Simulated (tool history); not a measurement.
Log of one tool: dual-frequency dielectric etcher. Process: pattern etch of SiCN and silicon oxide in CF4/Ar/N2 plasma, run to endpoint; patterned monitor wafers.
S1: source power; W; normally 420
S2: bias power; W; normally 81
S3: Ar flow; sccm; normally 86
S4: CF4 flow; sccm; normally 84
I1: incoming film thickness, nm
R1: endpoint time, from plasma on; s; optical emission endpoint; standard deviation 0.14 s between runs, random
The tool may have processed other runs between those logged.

{"run": 1, "hour": 0.0, "S1": 460, "S2": 81, "S3": 86, "S4": 84, "I1": 15.96, "R1": 15.6}
{"run": 2, "hour": 36.4, "S1": 360, "S2": 88, "S3": 66, "S4": 84, "I1": 15.96, "R1": 19.4}
{"run": 3, "hour": 112.8, "S1": 420, "S2": 81, "S3": 77, "S4": 84, "I1": 15.87, "R1": 16.9}
{"run": 4, "hour": 220.6, "S1": 460, "S2": 81, "S3": 73, "S4": 68, "I1": 15.98, "R1": 16.2}
{"run": 5, "hour": 282.8, "S1": 360, "S2": 81, "S3": 86, "S4": 101, "I1": 15.85, "R1": 19.7}
{"run": 6, "hour": 346.1, "S1": 420, "S2": 81, "S3": 86, "S4": 84, "I1": 15.99, "R1": 17.4}
{"run": 7, "hour": 404.5, "S1": 420, "S2": 81, "S3": 78, "S4": 84, "I1": 15.93, "R1": 16.9}
{"hour": 479.4, "done": "upper electrode replaced, of another model than before"}
{"run": 8, "hour": 479.9, "S1": 460, "S2": 95, "S3": 93, "S4": 103, "I1": 15.8, "R1": 13.9}
{"hour": 553.1, "done": "wet clean of the chamber"}
{"run": 9, "hour": 553.6, "S1": 460, "S2": 81, "S3": 99, "S4": 84, "I1": 15.69, "R1": 14.8}
{"run": 10, "hour": 589.0, "S1": 420, "S2": 81, "S3": 86, "S4": 84, "I1": 15.91, "R1": 17}
{"run": 11, "hour": 634.2, "S1": 420, "S2": 81, "S3": 93, "S4": 99, "I1": 15.95, "R1": 16.5}
{"run": 12, "hour": 698.6, "S1": 350, "S2": 71, "S3": 86, "S4": 84, "I1": 15.95, "R1": 23.4}
{"hour": 810.3, "done": "source power generator calibrated"}
{"hour": 881.1, "done": "Ar flow controller replaced"}
{"run": 13, "hour": 896.1, "S1": 420, "S2": 81, "S3": 107, "S4": 84, "I1": 15.81, "R1": 17.9}
{"hour": 908.9, "done": "CF4 flow controller replaced"}
{"run": 14, "hour": 958.3, "S1": 420, "S2": 81, "S3": 86, "S4": 84, "I1": 15.98, "R1": 17.9}
{"run": 15, "hour": 1015.8, "S1": 420, "S2": 89, "S3": 69, "S4": 84, "I1": 15.99, "R1": 17.4}
{"run": 16, "hour": 1056.0, "S1": 420, "S2": 81, "S3": 86, "S4": 84, "I1": 15.91, "R1": 17.9}
{"run": 17, "hour": 1126.4, "S1": 420, "S2": 81, "S3": 86, "S4": 84, "I1": 15.78, "R1": 17.6}
{"hour": 1175.0, "done": "wet clean of the chamber"}
{"run": 18, "hour": 1205.7, "S1": 520, "S2": 81, "S3": 86, "S4": 63, "I1": 15.8, "R1": 13.8}
{"run": 19, "hour": 1253.8, "S1": 330, "S2": 81, "S3": 86, "S4": 66, "I1": 15.89, "R1": 27.7}
{"run": 20, "hour": 1354.4, "S1": 420, "S2": 63, "S3": 69, "S4": 84, "I1": 15.95, "R1": 17.8}
{"run": 21, "hour": 1439.9, "S1": 380, "S2": 99, "S3": 86, "S4": 64, "I1": 15.92, "R1": 21}
{"run": 22, "hour": 1504.7, "S1": 420, "S2": 81, "S3": 86, "S4": 84, "I1": 15.98, "R1": 17.4}
{"hour": 1580.0, "done": "bias power generator calibrated"}
{"run": 23, "hour": 1598.5, "S1": 420, "S2": 81, "S3": 86, "S4": 84, "I1": 15.89, "R1": 17.2}

Forecast each of these 5 alternatives for the next run:
{"run": "A", "hour": 1598.9, "S1": 420, "S2": 81, "S3": 75, "S4": 84, "I1": 15.97, "R1": "?"}
{"run": "B", "hour": 1598.9, "S1": 480, "S2": 71, "S3": 94, "S4": 96, "I1": 15.97, "R1": "?"}
{"run": "C", "hour": 1598.9, "S1": 330, "S2": 81, "S3": 107, "S4": 84, "I1": 15.97, "R1": "?"}
{"run": "D", "hour": 1598.9, "S1": 420, "S2": 81, "S3": 78, "S4": 64, "I1": 15.97, "R1": "?"}
{"run": "E", "hour": 1598.9, "S1": 330, "S2": 81, "S3": 65, "S4": 66, "I1": 15.97, "R1": "?"}

run=A R1=17.3
run=B R1=14.4
run=C R1=26.8
run=D R1=18.5
run=E R1=27
With no hidden state in the tool, these same runs would have given:
run=A R1=17.9
run=B R1=15
run=C R1=27.7
run=D R1=19.1
run=E R1=28
